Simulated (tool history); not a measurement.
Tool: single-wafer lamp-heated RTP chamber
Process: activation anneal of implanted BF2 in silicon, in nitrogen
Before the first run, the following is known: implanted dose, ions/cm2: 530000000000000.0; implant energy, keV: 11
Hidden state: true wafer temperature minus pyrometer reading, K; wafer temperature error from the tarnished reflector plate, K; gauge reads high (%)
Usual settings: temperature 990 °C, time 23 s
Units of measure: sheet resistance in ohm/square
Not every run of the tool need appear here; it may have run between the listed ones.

run    hour  temperature  time  wafers since the last listed run  wafers since the last pyrometer calibration  wafers since the reflector plate was cleaned  hours since the gauge calibration  read-back reference wafer on the same gauge, sheet resistance  sheet resistance
  1     0.0          970    32                                 0                                         1494                                         14601                              581.9                                                         286.96            310.86
       12.0  -- reflector plate cleaned
  2    88.2          990    23                               919                                         2413                                           873                              670.1                                                         286.83            296.45
  3   154.0          990    23                               754                                         3168                                          1628                              735.9                                                         287.20            295.37
  4   210.6          990    23                               648                                         3817                                          2277                              792.5                                                         286.69            298.45
  5   284.3          990    29                               845                                         4662                                          3122                              866.2                                                         287.18            288.32
  6   353.3          990    29                               791                                         5453                                          3913                              935.2                                                         286.76            287.53
  7   400.2          990    23                               537                                         5991                                          4451                              982.1                                                         287.29            292.22
  8   446.6          990    23                               532                                         6523                                          4983                             1028.5                                                         286.92            289.03
  9   493.6          990    19                               538                                         7061                                          5521                             1075.5                                                         286.89            293.32
 10   542.6          990    23                               561                                         7623                                          6083                             1124.5                                                         286.99            287.81
 11   638.9          990    23                              1104                                         8727                                          7187                             1220.8                                                         287.05            284.54
 12   702.8          974    33                               732                                         9460                                          7920                             1284.7                                                         286.60            294.51
      714.3  -- pyrometer window cleaned and pyrometer calibrated
 13   754.3          990    23                               498                                          458                                          8419                             1336.2                                                         286.37            298.03
 14   809.3          990    23                               630                                         1089                                          9050                             1391.2                                                         287.19            298.01
 15   887.9          971    37                               901                                         1990                                          9951                             1469.8                                                         287.09            307.33
 16   968.5          974    17                               924                                         2914                                         10875                             1550.4                                                         287.13            320.88
 17  1065.7         1015    32                              1114                                         4029                                         11989                             1647.6                                                         287.01            260.53
     1129.1  -- gauge calibrated
 18  1367.3          990    23                              3458                                         7487                                         15448                              238.2                                                         287.29            287.25
 19  1407.4          990    23                               459                                         7947                                         15907                              278.3                                                         287.25            285.65
     1417.1  -- reflector plate cleaned
 20  1491.4          990    30                               871                                         8818                                           852                              362.3                                                         286.88            285.99
     1524.3  -- pyrometer window cleaned and pyrometer calibrated
 21  1557.7         1017    30                               668                                          382                                          1520                              428.6                                                         286.92            271.68
 22  1659.4          978    31                              1166                                         1548                                          2687                              530.3                                                         286.82            304.69
 23  1748.8         1013    30                              1025                                         2573                                          3712                              619.7                                                         286.96            271.86

Run 24 is up next; what results do you expect?
 24  1831.2         1011    11                               944                                         3518                                          4656                              702.1                                                              ?                 ?

{"run 24": {"read-back reference wafer on the same gauge, sheet resistance": 286.7, "sheet resistance": 293.09}}
With the hidden condition absent and the run-to-run variation left alone, this run would have shown sheet resistance 303.21 ohm/square.
